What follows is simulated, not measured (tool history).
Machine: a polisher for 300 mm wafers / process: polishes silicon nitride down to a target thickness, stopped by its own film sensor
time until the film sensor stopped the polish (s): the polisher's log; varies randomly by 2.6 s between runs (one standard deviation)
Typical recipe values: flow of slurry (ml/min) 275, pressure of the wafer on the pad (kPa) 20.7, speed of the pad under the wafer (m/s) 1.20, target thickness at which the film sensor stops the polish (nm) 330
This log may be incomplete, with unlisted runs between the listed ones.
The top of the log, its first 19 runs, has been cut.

run	hour	flow of slurry (ml/min)	pressure of the wafer on the pad (kPa)	speed of the pad under the wafer (m/s)	target thickness at which the film sensor stops the polish (nm)	incoming thickness of the incoming film, nm	time until the film sensor stopped the polish (s)
20	1579.5	275	22.8	1.20	330	531.9	127.5
21	1619.3	235	20.7	1.20	330	523.6	132.3
22	1716.1	340	20.7	1.08	330	528.7	143.4
23	1765.4	275	20.7	1.20	330	526.5	129.4
24	1808.3	275	20.7	0.78	381	529.2	143.8
# hour 1877.0: slurry nozzle cleaned
25	1883.6	275	25.5	1.20	330	537.4	111.5
# hour 1987.1: worn pad replaced by a new one
26	1987.6	275	20.7	1.20	330	531.0	129.2
27	2080.5	275	20.7	1.06	330	523.1	140.2
# hour 2123.2: head pressure recalibrated
28	2152.8	275	20.7	1.36	330	531.1	129.4
29	2253.7	355	26.2	1.46	330	539.5	99.0
30	2333.6	360	23.4	1.20	330	533.4	126.3
31	2408.2	245	17.2	1.20	330	537.8	177.8
# hour 2427.0: slurry nozzle cleaned
32	2524.0	275	15.2	1.20	330	528.1	193.5
# hour 2604.3: worn pad replaced by a new one
33	2607.4	220	14.5	1.60	359	536.4	141.7
34	2662.0	185	20.7	1.20	278	533.2	182.1
35	2724.0	350	20.7	1.20	330	528.7	131.3
36	2813.9	275	20.7	1.06	330	532.9	152.4

Here are 4 independent what-if runs from the current tool condition. What would each one return?
A	2814.4	275	20.7	1.20	330	532.2	?
B	2814.4	275	23.4	1.06	330	532.2	?
C	2814.4	275	18.6	1.20	330	532.2	?
D	2814.4	190	20.7	1.20	312	532.2	?

run	time until the film sensor stopped the polish (s)
A	132.3
B	128.9
C	147.0
D	150.4
Had the tool no hidden state, the same runs would have come out as:
run	time until the film sensor stopped the polish (s)
A	137.6
B	134.1
C	152.9
D	156.4
